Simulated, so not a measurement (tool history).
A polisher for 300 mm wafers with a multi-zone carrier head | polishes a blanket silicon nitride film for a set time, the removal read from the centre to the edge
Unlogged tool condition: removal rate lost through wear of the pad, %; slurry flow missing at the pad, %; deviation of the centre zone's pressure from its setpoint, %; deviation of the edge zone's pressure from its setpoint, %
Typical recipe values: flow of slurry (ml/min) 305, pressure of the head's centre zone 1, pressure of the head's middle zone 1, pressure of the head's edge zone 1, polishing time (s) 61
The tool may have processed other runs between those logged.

run   hour  flow of slurry (ml/min)  pressure of the head's centre zone  pressure of the head's middle zone  pressure of the head's edge zone  polishing time (s)  wafers since the last listed run  wafers polished on this pad  hours since the slurry nozzle was cleaned  hours since the centre zone pressure was calibrated  hours since the edge zone pressure was calibrated  hours since the carrier head's membrane was replaced  incoming thickness of the incoming film, nm  film removed at the wafer's centre (Å)  film removed at mid-radius (Å)  film removed at the wafer's edge (Å)
  1      0                      305                                1.07                                   1                              0.89                  61                                 0                          316                                      443.6                                                857.9                                              589.9                                                1964.7                                        744.6                                    1579                            1461                                  1429
  2   17.3                      305                                   1                                0.93                              1.11                  61                               216                          533                                      460.9                                                875.2                                              607.2                                                  1982                                        776.1                                    1478                            1374                                  1558
      33.5  -- carrier head's membrane replaced by a new one
  3     34                      305                                   1                                0.88                                 1                  61                               146                          680                                      477.6                                                891.9                                              623.9                                                   0.5                                        770.2                                    1484                            1303                                  1517
  4   42.4                      305                                   1                                   1                                 1                  61                               105                          785                                        486                                                900.3                                              632.3                                                   8.9                                        765.2                                    1463                            1469                                  1494
      53.9  -- slurry nozzle cleaned
  5   55.5                      375                                0.96                                1.09                                 1                  40                               151                          937                                        1.6                                                913.4                                              645.4                                                    22                                        753.2                                    1026                            1104                                  1016
      76.1  -- worn pad replaced by a new one
  6   76.6                      305                                   1                                   1                                 1                  61                               214                            6                                       22.7                                                934.5                                              666.5                                                  43.1                                        753.5                                    1532                            1529                                  1559
      81.1  -- edge zone pressure recalibrated
  7   84.4                      410                                   1                                0.96                              1.11                  47                                72                           79                                       30.5                                                942.3                                                3.3                                                  50.9                                        758.2                                    1235                            1157                                  1271
  8   95.5                      305                                   1                                   1                                 1                  61                               139                          218                                       41.6                                                953.4                                               14.4                                                    62                                          761                                    1562                            1535                                  1542
     106.6  -- centre zone pressure recalibrated
  9  107.1                      225                                0.94                                1.07                                 1                  61                               120                          338                                       53.2                                                  0.5                                                 26                                                  73.6                                        760.5                                    1388                            1546                                  1485
 10  116.1                      405                                   1                                   1                              0.94                  61                               112                          451                                       62.2                                                  9.5                                                 35                                                  82.6                                        757.8                                    1594                            1545                                  1532
 11    133                      305                                   1                                0.96                                 1                  61                               211                          662                                       79.1                                                 26.4                                               51.9                                                  99.5                                        753.8                                    1554                            1456                                  1539
 12  149.1                      305                                   1                                   1                                 1                  61                               201                          864                                       95.2                                                 42.5                                                 68                                                 115.6                                        762.3                                    1531                            1501                                  1564
 13  164.1                      305                                   1                                0.96                                 1                  61                               187                         1052                                      110.2                                                 57.5                                                 83                                                 130.6                                        767.1                                    1540                            1458                                  1542
     179.9  -- worn pad replaced by a new one
 14  181.7                      305                                   1                                0.92                              1.11                  61                               170                           22                                      127.8                                                 75.1                                              100.6                                                 148.2                                        763.8                                    1532                            1400                                  1637
 15  188.5                      265                                0.88                                   1                               1.1                  82                                85                          107                                      134.6                                                 81.9                                              107.4                                                   155                                          765                                    1750                            2009                                  2148
 16  203.8                      305                                   1                                   1                              1.03                  61                               191                          299                                      149.9                                                 97.2                                              122.7                                                 170.3                                        765.9                                    1517                            1486                                  1583
 17  211.2                      405                                   1                                   1                                 1                  61                                92                          391                                      157.3                                                104.6                                              130.1                                                 177.7                                          753                                    1602                            1549                                  1583
 18  220.4                      305                                   1                                1.08                                 1                  61                               115                          507                                      166.5                                                113.8                                              139.3                                                 186.9                                        757.4                                    1537                            1607                                  1510
 19  228.8                      305                                   1                                   1                              0.92                  61                               105                          612                                      174.9                                                122.2                                              147.7                                                 195.3                                        764.2                                    1540                            1509                                  1463
 20  272.2                      305                                0.95                                1.07                              0.94                  45                               543                         1156                                      218.3                                                165.6                                              191.1                                                 238.7                                        771.4                                    1083                            1162                                  1077
     278.9  -- worn pad replaced by a new one
 21    286                      305                                   1                                   1                                 1                  61                               122                           89                                      232.1                                                179.4                                              204.9                                                 252.5                                        777.6                                    1497                            1482                                  1525
 22  295.7                      305                                1.07                                   1                              1.06                  61                               121                          210                                      241.8                                                189.1                                              214.6                                                 262.2                                        756.5                                    1627                            1496                                  1567

Branching from run 22: 4 alternative next runs. What would each branch give?
  A  296.1                      305                                   1                                   1                                 1                  61                                 5                          215                                      242.2                                                189.5                                                215                                                 262.6                                        762.9                                       ?                               ?                                     ?
  B  296.1                      305                                   1                                   1                                 1                  72                                 5                          215                                      242.2                                                189.5                                                215                                                 262.6                                        762.9                                       ?                               ?                                     ?
  C  296.1                      395                                1.09                                0.96                              1.07                  61                                 5                          215                                      242.2                                                189.5                                                215                                                 262.6                                        762.9                                       ?                               ?                                     ?
  D  296.1                      305                                   1                                0.97                                 1                  70                                 5                          215                                      242.2                                                189.5                                                215                                                 262.6                                        762.9                                       ?                               ?                                     ?

run  film removed at the wafer's centre (Å)  film removed at mid-radius (Å)  film removed at the wafer's edge (Å)
  A                                    1507                            1493                                  1561
  B                                    1779                            1762                                  1843
  C                                    1696                            1488                                  1643
  D                                    1729                            1670                                  1792
Without the tool's unlogged condition, the same runs would have read:
run  film removed at the wafer's centre (Å)  film removed at mid-radius (Å)  film removed at the wafer's edge (Å)
  A                                    1567                            1546                                  1603
  B                                    1849                            1825                                  1892
  C                                    1747                            1528                                  1676
  D                                    1798                            1729                                  1840

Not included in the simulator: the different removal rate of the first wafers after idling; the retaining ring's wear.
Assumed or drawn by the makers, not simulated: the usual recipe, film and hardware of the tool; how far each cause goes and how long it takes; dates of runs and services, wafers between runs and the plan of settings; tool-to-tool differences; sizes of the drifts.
